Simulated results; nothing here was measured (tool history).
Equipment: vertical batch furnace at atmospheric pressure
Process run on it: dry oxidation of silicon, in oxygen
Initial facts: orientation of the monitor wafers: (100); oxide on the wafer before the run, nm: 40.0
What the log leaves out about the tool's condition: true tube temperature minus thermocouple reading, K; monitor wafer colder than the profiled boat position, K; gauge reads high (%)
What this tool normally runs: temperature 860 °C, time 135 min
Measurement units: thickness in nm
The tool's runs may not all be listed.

run   hour  temperature   time  wafers since the last listed run  hours since the last temperature calibration  hours since the boat lift was adjusted  hours since the gauge calibration  read-back reference wafer on the same gauge, thickness  thickness
  1      0          860    135                                 0                                        4302.5                                  5103.2                              165.3                                                   59.16      50.28
  2   25.2          860    135                               183                                        4327.7                                  5128.4                              190.5                                                   59.16      50.35
  3   58.2          860    135                               240                                        4360.7                                  5161.4                              223.5                                                   59.21      50.34
  4   86.8          860    111                               208                                        4389.3                                    5190                              252.1                                                   59.27      48.59
  5  106.6          860    111                               144                                        4409.1                                  5209.8                              271.9                                                   59.24      48.66
     111.7  -- gauge calibrated
  6    130          860    135                               170                                        4432.5                                  5233.2                               18.3                                                   58.69         50
  7  160.1          860     87                               219                                        4462.6                                  5263.3                               48.4                                                   58.87      46.55
  8  175.4          860     87                               111                                        4477.9                                  5278.6                               63.7                                                   58.91      46.56
  9  192.1          860    135                               121                                        4494.6                                  5295.3                               80.4                                                   58.93      50.27
 10  214.1          860    135                               160                                        4516.6                                  5317.3                              102.4                                                   59.07      50.36
     253.1  -- thermocouples replaced and temperature profile calibrated
       255  -- boat lift adjusted
 11  255.5          860    135                               113                                           2.4                                     0.5                              143.8                                                   59.14      50.38
 12  263.4          860    177                                57                                          10.3                                     8.4                              151.7                                                   59.15      53.56
 13  283.8          876    116                               148                                          30.7                                    28.8                              172.1                                                   59.19      51.52
 14  313.1          860    135                               213                                            60                                    58.1                              201.4                                                   59.24      50.34
 15  341.8          880  194.5                               209                                          88.7                                    86.8                              230.1                                                   59.25      60.28
 16  364.2          860    135                               163                                         111.1                                   109.2                              252.5                                                   59.24      50.41
 17  384.8          860  155.5                               150                                         131.7                                   129.8                              273.1                                                   59.27      52.01
 18    417          854  186.5                               234                                         163.9                                     162                              305.3                                                   59.27      53.05
     431.2  -- gauge calibrated
 19  445.5          860    199                               207                                         192.4                                   190.5                               14.3                                                   58.62      54.47
 20  457.5          860    135                                87                                         204.4                                   202.5                               26.3                                                   58.64      49.93
 21  490.9          860  102.5                               243                                         237.8                                   235.9                               59.7                                                   58.83      47.74
 22  590.2          876   78.5                               723                                         337.1                                   335.2                                159                                                   59.09      48.04

What if the next run were any one of these 3? Each begins from the tool's condition after run 22:
  A   596          860   135                                42                                         342.9                                     341                              164.8                                                       ?          ?
  B   596          878  70.5                                42                                         342.9                                     341                              164.8                                                       ?          ?
  C   596          836   181                                42                                         342.9                                     341                              164.8                                                       ?          ?

run  read-back reference wafer on the same gauge, thickness  thickness
  A                                                   59.09       50.3
  B                                                   59.09      47.36
  C                                                   59.09       49.1
Without the tool's unlogged condition, the same runs would have read:
run  thickness
  A      49.81
  B      46.89
  C      48.61

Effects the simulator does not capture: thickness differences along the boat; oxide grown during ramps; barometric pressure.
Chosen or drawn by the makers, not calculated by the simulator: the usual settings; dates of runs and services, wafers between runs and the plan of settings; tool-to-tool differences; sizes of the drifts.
